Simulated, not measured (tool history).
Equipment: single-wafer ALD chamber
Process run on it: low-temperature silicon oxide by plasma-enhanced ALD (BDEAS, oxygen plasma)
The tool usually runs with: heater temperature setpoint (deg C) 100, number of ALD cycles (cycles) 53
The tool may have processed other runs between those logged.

| run | hour | heater temperature setpoint (deg C) | number of ALD cycles (cycles) | wafers since the last listed run | hours since the last thermocouple change | hours since the gauge calibration | read-back reference wafer on the same gauge, thickness_nm | mean film thickness on the monitor wafer (angstrom) |
|---|---|---|---|---|---|---|---|---|
| 1 | 0 | 89 | 53 | 0 | 296.8 | 821.9 | 8.151 | 82.57 |
| 2 | 102.6 | 89 | 53 | 640 | 399.4 | 924.5 | 8.146 | 82.45 |
| 3 | 195.3 | 89 | 53 | 578 | 492.1 | 1017.2 | 8.151 | 82.67 |
| 4 | 246.5 | 100 | 53 | 319 | 543.3 | 1068.4 | 8.154 | 79.16 |
| 5 | 304.3 | 100 | 53 | 360 | 601.1 | 1126.2 | 8.153 | 78.62 |
| 6 | 373.2 | 100 | 53 | 429 | 670 | 1195.1 | 8.141 | 79.05 |
| 7 | 450.7 | 100 | 53 | 483 | 747.5 | 1272.6 | 8.148 | 79.03 |
| 8 | 488 | 100 | 53 | 232 | 784.8 | 1309.9 | 8.156 | 79.21 |
| 9 | 550.1 | 100 | 53 | 387 | 846.9 | 1372 | 8.155 | 78.92 |
| 10 | 607.3 | 100 | 53 | 356 | 904.1 | 1429.2 | 8.143 | 78.87 |
| 11 | 676 | 100 | 53 | 428 | 972.8 | 1497.9 | 8.155 | 78.98 |
|  | 746.1 | thermocouple changed; heater temperature recalibrated |
|  | 775.6 | gauge calibrated |
| 12 | 849.2 | 89 | 63 | 1030 | 103.1 | 73.6 | 8.152 | 95.91 |
| 13 | 922.2 | 100 | 53 | 455 | 176.1 | 146.6 | 8.143 | 78.45 |
| 14 | 965.6 | 88 | 57 | 270 | 219.5 | 190 | 8.146 | 87.03 |
| 15 | 1053.7 | 100 | 53 | 549 | 307.6 | 278.1 | 8.15 | 78.19 |
|  | 1130.4 | thermocouple changed; heater temperature recalibrated, repeated, since the last time left the tool worse |
| 16 | 1133.3 | 100 | 53 | 446 | 2.9 | 357.7 | 8.147 | 79.84 |
| 17 | 1186.1 | 113 | 61 | 329 | 55.7 | 410.5 | 8.152 | 89.01 |
| 18 | 1244.7 | 96 | 43 | 365 | 114.3 | 469.1 | 8.156 | 65.29 |

What does the tool deliver on the next run?
| 19 | 1319.7 | 100 | 50 | 468 | 189.3 | 544.1 | ? | ? |

read-back reference wafer on the same gauge, thickness_nm: 8.151
mean film thickness on the monitor wafer (angstrom): 74.97
Take away the tool's hidden state, keep the run-to-run variation as it was, and the same run would have given mean film thickness on the monitor wafer (angstrom) 75.05.
